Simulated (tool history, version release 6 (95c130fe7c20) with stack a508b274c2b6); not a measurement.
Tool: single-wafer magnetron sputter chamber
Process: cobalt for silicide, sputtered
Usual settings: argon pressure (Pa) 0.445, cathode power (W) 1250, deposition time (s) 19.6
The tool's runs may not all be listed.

run,hour,argon pressure (Pa),cathode power (W),deposition time (s),"read-back reference wafer on the same gauge, thickness_nm",mean film thickness on the monitor wafer (Å)
1,0.0,0.445,1350,19.6,15.389,136.41
2,47.4,0.445,1400,19.6,15.432,138.02
# hour 93.1: gauge calibrated
3,99.5,0.349,1250,19.6,15.388,135.75
4,157.6,0.349,1250,19.6,15.401,134.51
5,220.4,0.349,1250,19.6,15.406,134.04
6,265.7,0.445,1250,19.6,15.374,127.14
# hour 339.1: sputter target and shields replaced
7,344.8,0.445,1250,19.6,15.409,123.35
# hour 415.2: magnet pack replaced
8,436.5,0.445,1250,19.6,15.404,122.73
9,493.3,0.445,1250,19.6,15.379,121.73
# hour 556.7: sputter target and shields replaced, repeated, since the last time left the tool worse
# hour 561.2: capacitance manometer re-zeroed and calibrated
10,569.5,0.445,1250,19.6,15.398,128.36
11,608.6,0.445,1100,21.3,15.430,129.83
12,660.8,0.445,1250,21.3,15.385,140.13
13,752.0,0.445,1250,19.6,15.392,127.48
14,842.5,0.445,1000,19.6,15.431,111.58
# hour 912.7: sputter target and shields replaced
15,933.4,0.445,1250,19.6,15.433,129.87
# hour 953.0: gauge calibrated
16,1021.4,0.565,1450,19.6,15.401,132.20
17,1078.2,0.445,1250,19.6,15.415,127.69
18,1140.2,0.445,1250,23.4,15.431,152.59
19,1181.9,0.574,1500,18.1,15.410,122.67
# hour 1230.3: sputter target and shields replaced
20,1263.6,0.445,1250,19.6,15.383,129.21

Each row is a separate what-if for the run after 20, all from the same tool condition, not one after another. Results?
A,1264.0,0.355,1250,19.6,?,?
B,1264.0,0.300,1250,19.6,?,?
C,1264.0,0.568,1250,19.6,?,?

run,"read-back reference wafer on the same gauge, thickness_nm",mean film thickness on the monitor wafer (Å)
A,15.378,135.99
B,15.378,140.06
C,15.378,121.63
With no hidden state in the tool, these same runs would have given:
run,mean film thickness on the monitor wafer (Å)
A,136.94
B,141.05
C,122.49

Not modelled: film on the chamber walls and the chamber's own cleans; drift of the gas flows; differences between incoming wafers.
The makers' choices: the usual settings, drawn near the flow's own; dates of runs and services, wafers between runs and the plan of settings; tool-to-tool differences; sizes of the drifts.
